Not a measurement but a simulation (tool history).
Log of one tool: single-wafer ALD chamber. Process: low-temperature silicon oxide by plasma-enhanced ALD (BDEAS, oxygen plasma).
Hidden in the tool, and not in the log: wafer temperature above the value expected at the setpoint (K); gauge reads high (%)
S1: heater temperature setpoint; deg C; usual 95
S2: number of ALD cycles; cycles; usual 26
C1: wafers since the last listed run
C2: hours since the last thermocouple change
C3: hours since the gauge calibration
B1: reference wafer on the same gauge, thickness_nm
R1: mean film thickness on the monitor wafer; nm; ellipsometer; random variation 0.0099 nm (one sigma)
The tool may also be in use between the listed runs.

run 1 hour=0.0 | S1=95 S2=28 | C1=0 C2=2715.9 C3=66.0 | B1=3.314 | R1=4.252
run 2 hour=20.2 | S1=95 S2=28 | C1=261 C2=2736.1 C3=86.2 | B1=3.308 | R1=4.247
run 3 hour=36.3 | S1=99 S2=26 | C1=208 C2=2752.2 C3=102.3 | B1=3.309 | R1=3.875
run 4 hour=50.7 | S1=99 S2=26 | C1=186 C2=2766.6 C3=116.7 | B1=3.308 | R1=3.880
run 5 hour=62.9 | S1=99 S2=26 | C1=158 C2=2778.8 C3=128.9 | B1=3.308 | R1=3.884
run 6 hour=78.5 | S1=95 S2=26 | C1=202 C2=2794.4 C3=144.5 | B1=3.311 | R1=3.928
-- hour=83.2 gauge calibrated
run 7 hour=88.6 | S1=95 S2=26 | C1=130 C2=2804.5 C3=5.4 | B1=3.310 | R1=3.941
run 8 hour=99.7 | S1=95 S2=26 | C1=143 C2=2815.6 C3=16.5 | B1=3.310 | R1=3.941
run 9 hour=113.7 | S1=90 S2=31 | C1=181 C2=2829.6 C3=30.5 | B1=3.311 | R1=4.802
-- hour=127.5 thermocouple changed; heater temperature recalibrated
run 10 hour=128.0 | S1=100 S2=24 | C1=81 C2=0.5 C3=44.8 | B1=3.310 | R1=3.560
run 11 hour=138.5 | S1=95 S2=24 | C1=136 C2=11.0 C3=55.3 | B1=3.310 | R1=3.640
run 12 hour=148.7 | S1=81 S2=28 | C1=132 C2=21.2 C3=65.5 | B1=3.309 | R1=4.487
run 13 hour=157.3 | S1=104 S2=29 | C1=111 C2=29.8 C3=74.1 | B1=3.312 | R1=4.278
run 14 hour=173.6 | S1=80 S2=29 | C1=211 C2=46.1 C3=90.4 | B1=3.310 | R1=4.649
run 15 hour=184.8 | S1=99 S2=26 | C1=145 C2=57.3 C3=101.6 | B1=3.311 | R1=3.877
run 16 hour=191.7 | S1=95 S2=28 | C1=89 C2=64.2 C3=108.5 | B1=3.310 | R1=4.264
run 17 hour=205.9 | S1=95 S2=26 | C1=184 C2=78.4 C3=122.7 | B1=3.312 | R1=3.917

5 ways to go on from here, each from the tool as it stands after run 17. What would each give?
run A hour=206.3 | S1=95 S2=29 | C1=5 C2=78.8 C3=123.1 | B1=? | R1=?
run B hour=206.3 | S1=105 S2=30 | C1=5 C2=78.8 C3=123.1 | B1=? | R1=?
run C hour=206.3 | S1=106 S2=29 | C1=5 C2=78.8 C3=123.1 | B1=? | R1=?
run D hour=206.3 | S1=88 S2=28 | C1=5 C2=78.8 C3=123.1 | B1=? | R1=?
run E hour=206.3 | S1=103 S2=23 | C1=5 C2=78.8 C3=123.1 | B1=? | R1=?

run=A B1=3.310 R1=4.384
run=B B1=3.310 R1=4.403
run=C B1=3.310 R1=4.248
run=D B1=3.310 R1=4.352
run=E B1=3.310 R1=3.390
Without the tool's hidden state the same runs would have given:
run=A R1=4.384
run=B R1=4.403
run=C R1=4.248
run=D R1=4.352
run=E R1=3.390
